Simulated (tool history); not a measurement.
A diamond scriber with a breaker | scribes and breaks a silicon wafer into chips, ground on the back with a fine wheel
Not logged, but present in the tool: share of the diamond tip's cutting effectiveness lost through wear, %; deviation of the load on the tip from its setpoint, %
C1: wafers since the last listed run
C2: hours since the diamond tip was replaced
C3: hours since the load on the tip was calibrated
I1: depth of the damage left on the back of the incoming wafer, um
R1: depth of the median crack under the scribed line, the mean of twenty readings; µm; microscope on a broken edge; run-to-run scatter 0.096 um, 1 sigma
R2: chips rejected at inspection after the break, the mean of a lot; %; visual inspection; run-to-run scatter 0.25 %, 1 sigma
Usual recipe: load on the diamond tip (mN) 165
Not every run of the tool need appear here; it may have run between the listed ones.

run 1 hour=0 | load_on_the_diamond_tip_(mN)=187 | C1=0 C2=189.8 C3=450 | I1=2.1 | R1=8.74 R2=10.3
run 2 hour=20 | load_on_the_diamond_tip_(mN)=165 | C1=97 C2=209.8 C3=470 | I1=2.5 | R1=8.15 R2=5.79
run 3 hour=47.9 | load_on_the_diamond_tip_(mN)=165 | C1=136 C2=237.7 C3=497.9 | I1=2.6 | R1=8.38 R2=6.99
run 4 hour=83.4 | load_on_the_diamond_tip_(mN)=140 | C1=173 C2=273.2 C3=533.4 | I1=1.75 | R1=7.3 R2=2.77
run 5 hour=101.5 | load_on_the_diamond_tip_(mN)=140 | C1=88 C2=291.3 C3=551.5 | I1=1.73 | R1=7.45 R2=2.55
-- hour=112.6 load on the tip recalibrated
run 6 hour=139.9 | load_on_the_diamond_tip_(mN)=165 | C1=177 C2=329.7 C3=27.3 | I1=1.94 | R1=7.38 R2=3.1
run 7 hour=171.1 | load_on_the_diamond_tip_(mN)=165 | C1=152 C2=360.9 C3=58.5 | I1=2.43 | R1=7.47 R2=4.45
run 8 hour=193.6 | load_on_the_diamond_tip_(mN)=165 | C1=109 C2=383.4 C3=81 | I1=2.7 | R1=7.35 R2=5.49
run 9 hour=212.4 | load_on_the_diamond_tip_(mN)=201 | C1=91 C2=402.2 C3=99.8 | I1=2.45 | R1=8.57 R2=8.77
run 10 hour=246.7 | load_on_the_diamond_tip_(mN)=165 | C1=167 C2=436.5 C3=134.1 | I1=2.19 | R1=7.5 R2=3.56
run 11 hour=275.8 | load_on_the_diamond_tip_(mN)=165 | C1=142 C2=465.6 C3=163.2 | I1=1.91 | R1=7.56 R2=3
run 12 hour=289.6 | load_on_the_diamond_tip_(mN)=165 | C1=67 C2=479.4 C3=177 | I1=1.72 | R1=7.45 R2=2.47
run 13 hour=311 | load_on_the_diamond_tip_(mN)=205 | C1=104 C2=500.8 C3=198.4 | I1=1.51 | R1=8.63 R2=9.56
run 14 hour=332.9 | load_on_the_diamond_tip_(mN)=205 | C1=106 C2=522.7 C3=220.3 | I1=1.52 | R1=8.84 R2=9.9
run 15 hour=345.2 | load_on_the_diamond_tip_(mN)=165 | C1=60 C2=535 C3=232.6 | I1=2.03 | R1=7.65 R2=3.02
run 16 hour=366.3 | load_on_the_diamond_tip_(mN)=165 | C1=103 C2=556.1 C3=253.7 | I1=2.03 | R1=7.74 R2=3.65
run 17 hour=379.9 | load_on_the_diamond_tip_(mN)=165 | C1=66 C2=569.7 C3=267.3 | I1=1.51 | R1=7.62 R2=2.57
run 18 hour=405.1 | load_on_the_diamond_tip_(mN)=165 | C1=123 C2=594.9 C3=292.5 | I1=2.12 | R1=7.75 R2=3.45
run 19 hour=428.9 | load_on_the_diamond_tip_(mN)=120 | C1=116 C2=618.7 C3=316.3 | I1=2.86 | R1=6.19 R2=22.55
run 20 hour=463.5 | load_on_the_diamond_tip_(mN)=165 | C1=169 C2=653.3 C3=350.9 | I1=2.96 | R1=7.93 R2=6.2
run 21 hour=481.9 | load_on_the_diamond_tip_(mN)=116 | C1=89 C2=671.7 C3=369.3 | I1=2.36 | R1=6.14 R2=16.53
run 22 hour=502.9 | load_on_the_diamond_tip_(mN)=142 | C1=102 C2=692.7 C3=390.3 | I1=1.9 | R1=7.09 R2=4.17
-- hour=508.7 diamond tip replaced by a new one
run 23 hour=567.2 | load_on_the_diamond_tip_(mN)=178 | C1=304 C2=58.5 C3=454.6 | I1=1.55 | R1=8.69 R2=7.41
run 24 hour=590.3 | load_on_the_diamond_tip_(mN)=190 | C1=112 C2=81.6 C3=477.7 | I1=2.09 | R1=9.01 R2=14.37
run 25 hour=603.5 | load_on_the_diamond_tip_(mN)=148 | C1=64 C2=94.8 C3=490.9 | I1=2.48 | R1=7.56 R2=4.6
run 26 hour=622.2 | load_on_the_diamond_tip_(mN)=131 | C1=91 C2=113.5 C3=509.6 | I1=1.74 | R1=6.86 R2=4.55
-- hour=642.3 load on the tip recalibrated
run 27 hour=644.7 | load_on_the_diamond_tip_(mN)=124 | C1=100 C2=136 C3=2.4 | I1=2.09 | R1=6.14 R2=17.49
run 28 hour=672.5 | load_on_the_diamond_tip_(mN)=204 | C1=135 C2=163.8 C3=30.2 | I1=2.8 | R1=8.87 R2=10.19
run 29 hour=689.4 | load_on_the_diamond_tip_(mN)=183 | C1=82 C2=180.7 C3=47.1 | I1=1.62 | R1=8.16 R2=4.55
run 30 hour=702.9 | load_on_the_diamond_tip_(mN)=165 | C1=65 C2=194.2 C3=60.6 | I1=1.65 | R1=7.37 R2=2.32
run 31 hour=735.6 | load_on_the_diamond_tip_(mN)=165 | C1=159 C2=226.9 C3=93.3 | I1=2.45 | R1=7.57 R2=4.95
run 32 hour=750.8 | load_on_the_diamond_tip_(mN)=136 | C1=74 C2=242.1 C3=108.5 | I1=1.56 | R1=6.68 R2=7.88
run 33 hour=776.6 | load_on_the_diamond_tip_(mN)=165 | C1=126 C2=267.9 C3=134.3 | I1=1.72 | R1=7.72 R2=2.58
run 34 hour=806.9 | load_on_the_diamond_tip_(mN)=123 | C1=148 C2=298.2 C3=164.6 | I1=1.87 | R1=5.97 R2=16.32
run 35 hour=895.1 | load_on_the_diamond_tip_(mN)=165 | C1=430 C2=386.4 C3=252.8 | I1=2 | R1=7.6 R2=3.31
run 36 hour=911.6 | load_on_the_diamond_tip_(mN)=194 | C1=80 C2=402.9 C3=269.3 | I1=2.83 | R1=8.71 R2=12.76
run 37 hour=929.7 | load_on_the_diamond_tip_(mN)=165 | C1=88 C2=421 C3=287.4 | I1=2.87 | R1=7.72 R2=6.41
run 38 hour=953.5 | load_on_the_diamond_tip_(mN)=188 | C1=116 C2=444.8 C3=311.2 | I1=2.69 | R1=8.44 R2=10.09
run 39 hour=974.7 | load_on_the_diamond_tip_(mN)=211 | C1=103 C2=466 C3=332.4 | I1=1.73 | R1=9.3 R2=16.99
run 40 hour=995.4 | load_on_the_diamond_tip_(mN)=165 | C1=101 C2=486.7 C3=353.1 | I1=2.57 | R1=7.74 R2=5.3
run 41 hour=1010.8 | load_on_the_diamond_tip_(mN)=125 | C1=75 C2=502.1 C3=368.5 | I1=2.01 | R1=6.58 R2=10.92
run 42 hour=1041.4 | load_on_the_diamond_tip_(mN)=165 | C1=149 C2=532.7 C3=399.1 | I1=1.81 | R1=7.96 R2=4.07
run 43 hour=1059.2 | load_on_the_diamond_tip_(mN)=199 | C1=86 C2=550.5 C3=416.9 | I1=1.84 | R1=9.3 R2=13.53

Here are 3 independent what-if runs from the current tool condition. What would each one return?
run A hour=1059.7 | load_on_the_diamond_tip_(mN)=197 | C1=2 C2=551 C3=417.4 | I1=2.19 | R1=? R2=?
run B hour=1059.7 | load_on_the_diamond_tip_(mN)=128 | C1=2 C2=551 C3=417.4 | I1=2.19 | R1=? R2=?
run C hour=1059.7 | load_on_the_diamond_tip_(mN)=203 | C1=2 C2=551 C3=417.4 | I1=2.19 | R1=? R2=?

run=A R1=9.11 R2=12.73
run=B R1=6.66 R2=7.32
run=C R1=9.31 R2=14.79
Had the tool no hidden state, the same runs would have come out as:
run=A R1=8.45 R2=6.92
run=B R1=6.17 R2=13.41
run=C R1=8.63 R2=8.31
